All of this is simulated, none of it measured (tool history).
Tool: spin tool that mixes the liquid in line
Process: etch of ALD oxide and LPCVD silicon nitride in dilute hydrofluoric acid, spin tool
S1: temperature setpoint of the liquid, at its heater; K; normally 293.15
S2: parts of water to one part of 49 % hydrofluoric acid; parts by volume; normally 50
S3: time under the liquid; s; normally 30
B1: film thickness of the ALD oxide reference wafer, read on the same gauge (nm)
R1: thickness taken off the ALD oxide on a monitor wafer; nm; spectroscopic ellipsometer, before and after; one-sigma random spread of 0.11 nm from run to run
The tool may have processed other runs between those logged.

run    hour      S1  S2  S3     B1     R1
  1       0  293.15  50  40     80  18.05
  2    41.5  293.15  50  30  79.99  13.27
  3   104.1  293.15  65  30  80.01  10.09
  4   146.1  293.15  65  30  79.99  10.08
      147.6  -- hydrofluoric acid flow meter replaced
  5   207.4  293.15  65  30     80   9.92
  6   248.3  293.15  50  45     80  20.26
  7   285.6  293.15  50  30     80  13.14
      335.8  -- thermometer replaced
  8   440.5  293.15  50  30     80  14.11
  9   478.5  293.15  50  30  79.99  14.07
 10   503.9  293.15  25  15  79.98  14.34
 11   554.3  293.15  50  30  79.99  13.78
 12   599.4  297.15  75  25     80   8.96
 13   669.5  293.15  75  30  80.02   8.94
 14   721.6  293.15  50  30     80  13.76
 15   757.9  293.15  50  30  79.99   14.1
      801.2  -- gauge calibrated
 16   825.3  293.15  50  30  80.01  13.68
 17   859.4  293.15  60  30     80  11.27
 18   904.9  290.65  50  30  79.99   12.5
 19   935.2  291.65  50  30  80.01   13.2
 20   976.7  295.65  50  30  80.01  15.38
 21    1001  293.15  35  15  80.01   10.1
 22  1062.9  293.15  25  15  80.01   14.1
 23    1125  293.15  50  25     80  11.62
 24  1166.7  297.15  70  25     80   9.46
 25  1221.7  293.15  50  30  80.02  13.49

Below are 5 alternative next runs, each starting from the tool's condition after run 25. Predict each:
  A  1222.1  293.15  50  30   ?   ?
  B  1222.1  291.65  40  30   ?   ?
  C  1222.1  293.15  50  20   ?   ?
  D  1222.1  297.15  50  15   ?   ?
  E  1222.1  296.15  50  45   ?   ?

run     B1     R1
  A  79.98  13.59
  B  79.98   16.1
  C  79.98   9.06
  D  79.98   8.04
  E  79.98  23.14
Without the tool's unlogged condition, the same runs would have read:
run     R1
  A   14.2
  B  16.85
  C   9.47
  D    8.4
  E  24.17

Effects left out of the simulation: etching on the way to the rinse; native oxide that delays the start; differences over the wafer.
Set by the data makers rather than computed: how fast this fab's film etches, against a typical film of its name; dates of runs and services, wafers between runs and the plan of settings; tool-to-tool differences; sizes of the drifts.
